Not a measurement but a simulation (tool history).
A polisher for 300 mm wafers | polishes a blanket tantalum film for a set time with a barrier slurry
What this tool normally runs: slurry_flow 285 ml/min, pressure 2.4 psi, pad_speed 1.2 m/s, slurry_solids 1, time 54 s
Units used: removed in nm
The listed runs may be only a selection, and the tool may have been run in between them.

| run | hour | slurry_flow | pressure | pad_speed | slurry_solids | time | incoming thickness of the incoming film, nm | removed |
|---|---|---|---|---|---|---|---|---|
| 1 | 0 | 285 | 2.7 | 1.2 | 1 | 54 | 415.2 | 158.1 |
| 2 | 14.9 | 285 | 2.7 | 1.2 | 1 | 54 | 408.8 | 160.4 |
| 3 | 24.7 | 285 | 2.4 | 1.2 | 1 | 54 | 404.3 | 142.7 |
|  | 35.2 | worn pad replaced by a new one |
| 4 | 36.3 | 285 | 2.4 | 1.2 | 1 | 54 | 404.5 | 146.4 |
| 5 | 51.8 | 285 | 2.4 | 1.2 | 1 | 54 | 404.8 | 139.3 |
| 6 | 68.1 | 285 | 2.4 | 1.2 | 1 | 54 | 407.7 | 141.9 |
| 7 | 81.9 | 235 | 2.4 | 1.2 | 1 | 48 | 408.9 | 122.9 |
| 8 | 90.4 | 285 | 2.6 | 1.2 | 1 | 54 | 409.1 | 153.8 |
| 9 | 100.5 | 285 | 2.6 | 1.2 | 1 | 54 | 413.8 | 151.1 |
| 10 | 117.4 | 285 | 2.4 | 1.2 | 1 | 54 | 405.1 | 142 |
| 11 | 123.4 | 240 | 2.4 | 1.2 | 0.7 | 54 | 403.9 | 126.5 |
| 12 | 137.2 | 285 | 3 | 0.82 | 0.8 | 54 | 403.6 | 121.8 |

Run 13 is up next; what results do you expect?
|  | 150.3 | slurry blender recalibrated |
| 13 | 160.6 | 250 | 3.1 | 1.2 | 1.2 | 69 | 411.9 | ? |

Run 13 came out at removed 238.8 nm.
With no hidden state in the tool, this same run would have given removed 238.8 nm.

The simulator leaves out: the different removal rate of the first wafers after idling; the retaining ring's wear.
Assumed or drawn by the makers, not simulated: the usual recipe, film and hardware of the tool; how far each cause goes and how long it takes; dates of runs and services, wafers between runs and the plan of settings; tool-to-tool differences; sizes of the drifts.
